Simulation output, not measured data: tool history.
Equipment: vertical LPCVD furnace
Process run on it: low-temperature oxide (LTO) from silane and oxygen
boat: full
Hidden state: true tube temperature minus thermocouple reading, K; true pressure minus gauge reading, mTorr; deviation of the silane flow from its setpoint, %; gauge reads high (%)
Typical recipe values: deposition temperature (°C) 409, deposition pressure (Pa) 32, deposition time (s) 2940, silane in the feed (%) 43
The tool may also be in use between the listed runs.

run	hour	deposition temperature (°C)	deposition pressure (Pa)	deposition time (s)	silane in the feed (%)	wafers since the last listed run	hours since the last temperature calibration	hours since the pressure gauge was zeroed	hours since the silane flow controller was replaced	hours since the gauge calibration	read-back reference wafer on the same gauge, thickness	film thickness on the monitor wafer in the middle of the boat (Å)
1	0	409	32	3660	47	0	3369.1	3787.8	3173.6	453.9	788.16	9250.1
2	34.1	406	32	2010	43	496	3403.2	3821.9	3207.7	488	787.94	4509.2
3	48.4	406	32	2010	43	208	3417.5	3836.2	3222	502.3	788.08	4505.3
4	61.5	409	32	2940	43	190	3430.6	3849.3	3235.1	515.4	787.7	6807.7
5	78.3	409	32	2940	43	244	3447.4	3866.1	3251.9	532.2	788.29	6796.8
6	94.3	409	32	2940	43	232	3463.4	3882.1	3267.9	548.2	788.14	6806.9
7	107.3	409	32	2940	43	189	3476.4	3895.1	3280.9	561.2	787.93	6807.8
8	125.2	409	32	2940	43	260	3494.3	3913	3298.8	579.1	787.72	6794.7
9	155.4	409	32	2940	38	439	3524.5	3943.2	3329	609.3	787.91	5906.2
10	176.9	409	32	2940	38	312	3546	3964.7	3350.5	630.8	787.8	5897.1
11	198.8	409	32	2940	38	318	3567.9	3986.6	3372.4	652.7	787.81	5932.8
# hour 216.2: gauge calibrated
# hour 240.2: pressure gauge zeroed
12	252.2	409	32	2940	43	427	3621.3	12	3425.8	36	788	6804
# hour 306.1: thermocouples replaced and temperature profile calibrated
13	306.6	409	26	2940	43	442	0.5	66.4	3480.2	90.4	787.95	5681.5
14	318.1	419	25.3	2010	46	167	12	77.9	3491.7	101.9	787.88	4458.6
15	330.3	409	32	2940	43	177	24.2	90.1	3503.9	114.1	787.72	7001.7
16	363.8	402	32	3450	39	487	57.7	123.6	3537.4	147.6	788.4	6832.4
# hour 402.6: thermocouples replaced and temperature profile calibrated, repeated, since the last time left the tool worse
# hour 468.3: silane flow controller replaced
17	468.8	401	36.7	2400	37	829	66.2	228.6	0.5	252.6	788.27	4770.4
18	494.1	412	26	3270	50	368	91.5	253.9	25.8	277.9	787.56	7130.3
19	511.8	397	32	2310	43	257	109.2	271.6	43.5	295.6	787.98	4605.8
20	542.9	412	32	2940	43	452	140.3	302.7	74.6	326.7	787.72	6853.4
21	555.9	409	32	2940	43	189	153.3	315.7	87.6	339.7	787.96	6644
22	585.1	400	32	2940	43	425	182.5	344.9	116.8	368.9	787.77	6048.5
23	603.3	418	40	1830	43	264	200.7	363.1	135	387.1	788.1	5662.2
24	635.5	409	32	2940	43	468	232.9	395.3	167.2	419.3	787.82	6648.6

Hidden condition of the tool, last listed run before each entry between runs versus first listed run after:
Run 11 -> run 12: gauge calibrated (hour 216.2); pressure gauge zeroed (hour 240.2)
  true tube temperature minus thermocouple reading, K: 2.56 -> 2.6
  difference, measured minus the result without the unlogged condition, film thickness on the monitor wafer in the middle of the boat (Å): +161.4 -> +180.6
Run 12 -> run 13: thermocouples replaced and temperature profile calibrated (hour 306.1)
  true tube temperature minus thermocouple reading, K: 2.6 -> 5.13
  difference, measured minus the result without the unlogged condition, film thickness on the monitor wafer in the middle of the boat (Å): +180.6 -> +292.4
Run 16 -> run 17: thermocouples replaced and temperature profile calibrated, repeated, since the last time left the tool worse (hour 402.6); silane flow controller replaced (hour 468.3)
  true tube temperature minus thermocouple reading, K: 5.17 -> 0.181
  difference, measured minus the result without the unlogged condition, film thickness on the monitor wafer in the middle of the boat (Å): +375.2 -> +9.7
